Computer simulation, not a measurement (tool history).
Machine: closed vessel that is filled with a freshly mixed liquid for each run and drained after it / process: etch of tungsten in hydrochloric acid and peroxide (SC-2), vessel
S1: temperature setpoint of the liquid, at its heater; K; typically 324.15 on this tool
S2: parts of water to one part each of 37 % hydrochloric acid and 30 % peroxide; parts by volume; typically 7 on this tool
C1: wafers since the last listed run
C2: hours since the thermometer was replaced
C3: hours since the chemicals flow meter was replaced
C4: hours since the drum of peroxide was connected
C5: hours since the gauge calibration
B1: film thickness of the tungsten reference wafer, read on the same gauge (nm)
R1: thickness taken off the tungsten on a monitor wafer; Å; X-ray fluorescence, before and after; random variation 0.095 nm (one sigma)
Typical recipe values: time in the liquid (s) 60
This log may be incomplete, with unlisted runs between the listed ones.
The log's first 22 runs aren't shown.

{"run": 23, "hour": 1679.6, "S1": 333.65, "S2": 9, "time in the liquid (s)": 45, "C1": 9106, "C2": 1195.7, "C3": 114.3, "C4": 407.3, "C5": 735.2, "B1": 120, "R1": 272.2}
{"run": 24, "hour": 1745.3, "S1": 324.15, "S2": 7, "time in the liquid (s)": 60, "C1": 5649, "C2": 1261.4, "C3": 180, "C4": 473, "C5": 800.9, "B1": 120.04, "R1": 240.2}
{"run": 25, "hour": 1831.9, "S1": 324.15, "S2": 7, "time in the liquid (s)": 60, "C1": 7446, "C2": 1348, "C3": 266.6, "C4": 559.6, "C5": 887.5, "B1": 119.97, "R1": 237.3}
{"run": 26, "hour": 1916.5, "S1": 315.15, "S2": 7, "time in the liquid (s)": 75, "C1": 7274, "C2": 1432.6, "C3": 351.2, "C4": 644.2, "C5": 972.1, "B1": 120.02, "R1": 161.4}
{"run": 27, "hour": 1983.6, "S1": 319.65, "S2": 7, "time in the liquid (s)": 60, "C1": 5769, "C2": 1499.7, "C3": 418.3, "C4": 711.3, "C5": 1039.2, "B1": 120.03, "R1": 176}
{"hour": 2020.4, "done": "new drum of peroxide connected"}
{"run": 28, "hour": 2061.9, "S1": 320.65, "S2": 10, "time in the liquid (s)": 70, "C1": 6647, "C2": 1578, "C3": 496.6, "C4": 41.5, "C5": 1117.5, "B1": 120.03, "R1": 168.4}
{"run": 29, "hour": 2169.2, "S1": 324.15, "S2": 7, "time in the liquid (s)": 60, "C1": 9226, "C2": 1685.3, "C3": 603.9, "C4": 148.8, "C5": 1224.8, "B1": 119.99, "R1": 243.1}
{"run": 30, "hour": 2224.6, "S1": 324.15, "S2": 9.5, "time in the liquid (s)": 90, "C1": 4763, "C2": 1740.7, "C3": 659.3, "C4": 204.2, "C5": 1280.2, "B1": 119.99, "R1": 286.6}

Predict each of these 4 candidate next runs independently; none follows another, all start after run 30:
{"run": "A", "hour": 2225.3, "S1": 324.15, "S2": 7, "time in the liquid (s)": 60, "C1": 60, "C2": 1741.4, "C3": 660, "C4": 204.9, "C5": 1280.9, "B1": "?", "R1": "?"}
{"run": "B", "hour": 2225.3, "S1": 332.15, "S2": 4.5, "time in the liquid (s)": 60, "C1": 60, "C2": 1741.4, "C3": 660, "C4": 204.9, "C5": 1280.9, "B1": "?", "R1": "?"}
{"run": "C", "hour": 2225.3, "S1": 324.15, "S2": 7, "time in the liquid (s)": 95, "C1": 60, "C2": 1741.4, "C3": 660, "C4": 204.9, "C5": 1280.9, "B1": "?", "R1": "?"}
{"run": "D", "hour": 2225.3, "S1": 316.65, "S2": 7, "time in the liquid (s)": 60, "C1": 60, "C2": 1741.4, "C3": 660, "C4": 204.9, "C5": 1280.9, "B1": "?", "R1": "?"}

run=A B1=120.06 R1=243
run=B B1=120.06 R1=564.8
run=C B1=120.06 R1=384.8
run=D B1=120.06 R1=146.1
The same runs, with their run-to-run variation unchanged, on a tool lacking any hidden condition would have given:
run=A R1=245.4
run=B R1=570
run=C R1=388.6
run=D R1=147.5
